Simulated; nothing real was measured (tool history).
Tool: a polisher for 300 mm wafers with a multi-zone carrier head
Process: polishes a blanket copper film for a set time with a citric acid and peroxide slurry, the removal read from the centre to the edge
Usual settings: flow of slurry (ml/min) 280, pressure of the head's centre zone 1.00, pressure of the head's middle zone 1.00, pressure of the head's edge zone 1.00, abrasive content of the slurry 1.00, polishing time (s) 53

run   hour  flow of slurry (ml/min)  pressure of the head's centre zone  pressure of the head's middle zone  pressure of the head's edge zone  abrasive content of the slurry  polishing time (s)  wafers since the last listed run  wafers polished on this pad  hours since the slurry nozzle was cleaned  hours since the centre zone pressure was calibrated  hours since the edge zone pressure was calibrated  hours since the carrier head's membrane was replaced  incoming thickness of the incoming film, nm  film removed at the wafer's centre (Å)  film removed at mid-radius (Å)  film removed at the wafer's edge (Å)
  1    0.0                      280                                1.00                                0.96                              1.00                            1.00                  53                                 0                            6                                      321.2                                               1128.7                                             1271.4                                                1341.0                                       1050.0                                    1509                            1453                                  1422
  2    4.9                      280                                1.07                                1.00                              1.00                            1.00                  53                                60                           66                                      326.1                                               1133.6                                             1276.3                                                1345.9                                       1051.2                                    1598                            1494                                  1450
  3   11.5                      280                                1.07                                1.00                              1.00                            1.00                  53                                81                          148                                      332.7                                               1140.2                                             1282.9                                                1352.5                                       1044.7                                    1591                            1476                                  1464
  4   28.9                      280                                1.07                                1.00                              1.00                            1.00                  53                               215                          364                                      350.1                                               1157.6                                             1300.3                                                1369.9                                       1044.0                                    1594                            1485                                  1450
  5   38.6                      280                                1.00                                1.00                              1.00                            1.00                  53                               120                          484                                      359.8                                               1167.3                                             1310.0                                                1379.6                                       1032.3                                    1492                            1493                                  1458
      53.1  -- worn pad replaced by a new one
  6   53.6                      280                                1.00                                1.00                              1.00                            1.00                  53                               136                            6                                      374.8                                               1182.3                                             1325.0                                                1394.6                                       1060.7                                    1518                            1507                                  1450
  7   59.1                      305                                1.00                                1.00                              1.00                            1.00                  53                                68                           74                                      380.3                                               1187.8                                             1330.5                                                1400.1                                       1043.3                                    1504                            1513                                  1461
  8   73.7                      305                                1.00                                1.00                              1.00                            1.00                  53                               180                          255                                      394.9                                               1202.4                                             1345.1                                                1414.7                                       1051.3                                    1511                            1504                                  1473
      83.6  -- carrier head's membrane replaced by a new one
  9   84.1                      280                                1.00                                1.00                              1.00                            1.00                  53                                66                          322                                      405.3                                               1212.8                                             1355.5                                                   0.5                                       1051.4                                    1500                            1477                                  1452
 10   86.4                      280                                1.00                                1.00                              0.93                            1.00                  40                                28                          351                                      407.6                                               1215.1                                             1357.8                                                   2.8                                       1061.8                                    1122                            1129                                  1058
 11   96.0                      280                                1.00                                1.00                              1.00                            1.00                  53                               118                          470                                      417.2                                               1224.7                                             1367.4                                                  12.4                                       1071.9                                    1484                            1520                                  1452
     106.2  -- worn pad replaced by a new one
 12  113.2                      365                                1.00                                1.00                              1.04                            1.00                  53                               163                           87                                      434.4                                               1241.9                                             1384.6                                                  29.6                                       1068.0                                    1516                            1554                                  1499
     123.6  -- slurry nozzle cleaned
     131.7  -- centre zone pressure recalibrated
 13  132.2                      280                                1.07                                1.00                              1.00                            1.00                  53                               198                          285                                        8.6                                                  0.5                                             1403.6                                                  48.6                                       1041.8                                    1601                            1519                                  1457
     137.5  -- edge zone pressure recalibrated
 14  138.0                      280                                1.00                                1.00                              1.00                            0.80                  53                                47                          332                                       14.4                                                  6.3                                                0.5                                                  54.4                                       1039.6                                    1453                            1451                                  1418
     161.6  -- worn pad replaced by a new one
 15  162.0                      280                                1.00                                1.00                              1.06                            1.00                  37                               247                            4                                       38.4                                                 30.3                                               24.5                                                  78.4                                       1046.4                                    1034                            1037                                  1054
 16  174.4                      280                                1.00                                1.00                              1.00                            1.00                  53                               153                          158                                       50.8                                                 42.7                                               36.9                                                  90.8                                       1031.3                                    1508                            1487                                  1448
 17  187.6                      280                                1.00                                1.00                              1.00                            1.10                  43                               163                          321                                       64.0                                                 55.9                                               50.1                                                 104.0                                       1045.6                                    1229                            1233                                  1204
 18  199.5                      280                                1.00                                1.00                              1.00                            0.75                  53                               147                          469                                       75.9                                                 67.8                                               62.0                                                 115.9                                       1054.4                                    1418                            1449                                  1388
 19  207.8                      280                                1.00                                1.00                              1.00                            1.00                  53                               102                          572                                       84.2                                                 76.1                                               70.3                                                 124.2                                       1052.2                                    1497                            1503                                  1453
     217.2  -- worn pad replaced by a new one
 20  217.7                      355                                1.00                                1.00                              0.90                            1.00                  53                                73                            6                                       94.1                                                 86.0                                               80.2                                                 134.1                                       1054.7                                    1503                            1522                                  1424

The tool's hidden state at each run:
removal rate lost through wear of the pad, %: 0 in every run
slurry flow missing at the pad, %: 0 in every run
deviation of the centre zone's pressure from its setpoint, %: 0 in every run
deviation of the edge zone's pressure from its setpoint, %: 0 in every run
